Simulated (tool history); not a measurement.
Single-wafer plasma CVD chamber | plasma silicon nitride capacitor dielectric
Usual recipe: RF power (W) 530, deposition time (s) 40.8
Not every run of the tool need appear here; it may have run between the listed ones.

run,hour,RF power (W),deposition time (s),wafers since the last listed run,hours since the last RF generator calibration,hours since the showerhead was replaced,hours since the gauge calibration,"read-back reference wafer on the same gauge, thickness_nm",mean film thickness on the monitor wafer (Å)
1,0.0,530,44.3,0,1673.1,1643.9,1097.5,71.594,654.03
2,53.8,530,44.3,1350,1726.9,1697.7,1151.3,71.582,653.00
3,105.9,530,44.3,1308,1779.0,1749.8,1203.4,71.598,650.37
4,155.2,530,40.8,1237,1828.3,1799.1,1252.7,71.599,599.92
5,195.6,530,40.8,1014,1868.7,1839.5,1293.1,71.585,600.36
6,244.1,530,40.8,1217,1917.2,1888.0,1341.6,71.546,597.43
7,298.3,530,47.2,1360,1971.4,1942.2,1395.8,71.604,692.87
8,363.9,530,47.2,1647,2037.0,2007.8,1461.4,71.608,692.66
9,430.0,530,38.3,1659,2103.1,2073.9,1527.5,71.564,563.90
10,459.7,530,38.3,745,2132.8,2103.6,1557.2,71.572,562.44
# hour 488.0: gauge calibrated
11,508.9,530,38.3,1235,2182.0,2152.8,20.9,71.612,562.96
12,549.5,465,36.3,1019,2222.6,2193.4,61.5,71.615,518.46
13,574.8,465,36.3,635,2247.9,2218.7,86.8,71.621,517.41
14,599.7,465,36.3,625,2272.8,2243.6,111.7,71.594,520.10
15,656.7,530,40.8,1431,2329.8,2300.6,168.7,71.630,600.98
16,705.6,530,40.8,1227,2378.7,2349.5,217.6,71.621,599.59
17,729.9,530,43.4,610,2403.0,2373.8,241.9,71.640,638.76
18,797.6,530,40.8,1699,2470.7,2441.5,309.6,71.625,599.93
# hour 813.7: RF generator calibrated
19,825.7,530,40.8,504,12.0,2469.6,337.7,71.578,593.70
20,859.5,505,47.3,848,45.8,2503.4,371.5,71.638,683.09
21,910.6,530,40.8,1283,96.9,2554.5,422.6,71.594,593.16
22,964.6,575,34.4,1355,150.9,2608.5,476.6,71.601,511.35
23,1013.3,585,33.9,1222,199.6,2657.2,525.3,71.595,504.19
# hour 1036.6: RF generator calibrated, repeated, since the last time left the tool worse
24,1065.9,570,36.7,1119,29.3,2709.8,577.9,71.592,554.25
25,1105.3,595,37.0,989,68.7,2749.2,617.3,71.570,564.85

What will run 26 give?
# hour 1138.6: showerhead replaced
26,1163.0,460,33.5,1247,126.4,24.4,675.0,?,?

Run 26 produced read-back reference wafer on the same gauge, thickness_nm 71.617, mean film thickness on the monitor wafer (Å) 483.03.
Take away the tool's hidden state, keep the run-to-run variation as it was, and the same run would have given mean film thickness on the monitor wafer (Å) 484.40.

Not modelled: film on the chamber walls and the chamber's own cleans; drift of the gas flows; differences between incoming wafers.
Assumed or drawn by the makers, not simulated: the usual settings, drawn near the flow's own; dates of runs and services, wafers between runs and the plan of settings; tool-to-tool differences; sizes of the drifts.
